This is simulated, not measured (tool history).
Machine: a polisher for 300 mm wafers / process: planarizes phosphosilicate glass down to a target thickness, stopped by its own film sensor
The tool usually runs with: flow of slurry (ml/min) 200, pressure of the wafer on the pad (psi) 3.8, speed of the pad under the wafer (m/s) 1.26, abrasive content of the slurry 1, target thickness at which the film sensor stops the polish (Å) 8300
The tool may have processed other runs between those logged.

run,hour,flow of slurry (ml/min),pressure of the wafer on the pad (psi),speed of the pad under the wafer (m/s),abrasive content of the slurry,target thickness at which the film sensor stops the polish (Å),wafers since the last listed run,wafers polished on this pad,hours since the slurry nozzle was cleaned,hours since the head pressure was calibrated,hours since the slurry blender was calibrated,hours since the conditioning disc was replaced,"incoming thickness of the incoming film, nm",time until the film sensor stopped the polish (s)
1,0,200,3.8,1.26,1,7470,0,4561,562.5,582.7,83.5,407.2,1328.9,38.4
# hour 36.1: worn pad replaced by a new one
2,81.4,200,3.8,1.26,1,7470,627,367,643.9,664.1,164.9,488.6,1343.1,39.7
# hour 116.6: slurry nozzle cleaned
3,183.2,200,3.8,1.26,1,8300,817,1184,66.6,765.9,266.7,590.4,1328.2,33
# hour 276.4: conditioning disc replaced and pad reconditioned
4,290.1,200,3.8,1.26,1,8300,850,2034,173.5,872.8,373.6,13.7,1320.7,31
5,342.4,220,3.8,1.26,1,8300,423,2458,225.8,925.1,425.9,66,1343.2,32.2
6,432.5,220,3.8,1.26,1,8300,730,3189,315.9,1015.2,516,156.1,1346.4,32
# hour 444: head pressure recalibrated
7,485,220,3.8,1.26,1,8300,409,3598,368.4,41,568.5,208.6,1335.6,34.4
8,548.4,200,3.8,1.26,1,8300,513,4112,431.8,104.4,631.9,272,1336.1,35.5
9,588.8,200,3.8,1.26,1,8300,327,4439,472.2,144.8,672.3,312.4,1322.1,34.4
# hour 603.8: slurry blender recalibrated
10,659.5,200,4.3,1.58,0.9,8300,556,4996,542.9,215.5,55.7,383.1,1324.8,28
11,696.3,200,3.8,1.26,1,8300,298,5295,579.7,252.3,92.5,419.9,1330.1,34
# hour 738.3: worn pad replaced by a new one
12,755,175,2.7,1.26,1,8300,443,135,638.4,311,151.2,478.6,1316.9,47
# hour 762.8: slurry nozzle cleaned
# hour 925.1: conditioning disc replaced and pad reconditioned
13,1074,200,3.8,1.26,0.75,8300,2561,2697,311.2,630,470.2,148.9,1321.2,38.4
14,1128,200,2.8,0.82,1,9500,437,3134,365.2,684,524.2,202.9,1331.8,40.9
15,1220.9,135,5.1,1.26,1,9220,753,3887,458.1,776.9,617.1,295.8,1326.2,20.4
# hour 1300.5: slurry blender recalibrated
16,1305.5,270,3.4,1.26,1.1,8300,669,4557,542.7,861.5,5,380.4,1340.5,34.3
17,1376.1,200,3.8,1.04,1,8300,572,5129,613.3,932.1,75.6,451,1351.2,36
# hour 1403.6: worn pad replaced by a new one
18,1439.5,200,2.9,1.26,1,8300,481,291,676.7,995.5,139,514.4,1301.3,38.2
# hour 1471.4: slurry nozzle cleaned
19,1535,200,3.8,1.26,1,8300,766,1057,63.6,1091,234.5,609.9,1316.8,30.8
# hour 1602.2: head pressure recalibrated
# hour 1619.1: conditioning disc replaced and pad reconditioned
20,1813.5,200,3.8,1.26,1,8300,2225,3282,342.1,211.3,513,194.4,1336.7,34.6
# hour 1847.7: slurry blender recalibrated
21,1862.2,200,3.8,1.12,1,7590,378,3660,390.8,260,14.5,243.1,1346.8,41.6
22,1937.2,200,3.8,1.26,1,9240,607,4268,465.8,335,89.5,318.1,1340.4,27.9
# hour 2033.9: worn pad replaced by a new one
23,2034.8,200,3.1,1.26,1.1,8300,758,7,563.4,432.6,187.1,415.7,1339,39.4
# hour 2110: slurry nozzle cleaned
24,2142.3,200,3.8,1.26,1,9450,863,870,32.3,540.1,294.6,523.2,1333.3,25.8
# hour 2200.6: conditioning disc replaced and pad reconditioned
25,2236.2,200,3.8,1.26,1,8300,744,1615,126.2,634,388.5,35.6,1323.9,31.9
26,2392.4,200,3.8,1.26,1,8300,1266,2881,282.4,790.2,544.7,191.8,1328.4,31.9

Results per run with the tool's hidden condition removed, run-to-run variation unchanged:
The tool's hidden condition here consists of: removal rate lost through wear of the pad, %; slurry flow missing at the pad, %; deviation of the head's pressure from its setpoint, %; abrasive missing from the slurry, %; time polished since the conditioner stopped cutting, s.
run,time until the film sensor stopped the polish (s)
1,40.5
2,42.2
3,35.5
4,33.6
5,35.2
6,35.3
7,34.5
8,35.8
9,34.9
10,28.6
11,34.9
12,48.5
13,41
14,43.9
15,22.1
16,37.5
17,39.6
18,42.3
19,34.4
20,35.6
21,43
22,29.1
23,41.5
24,27.5
25,34.4
26,34.8
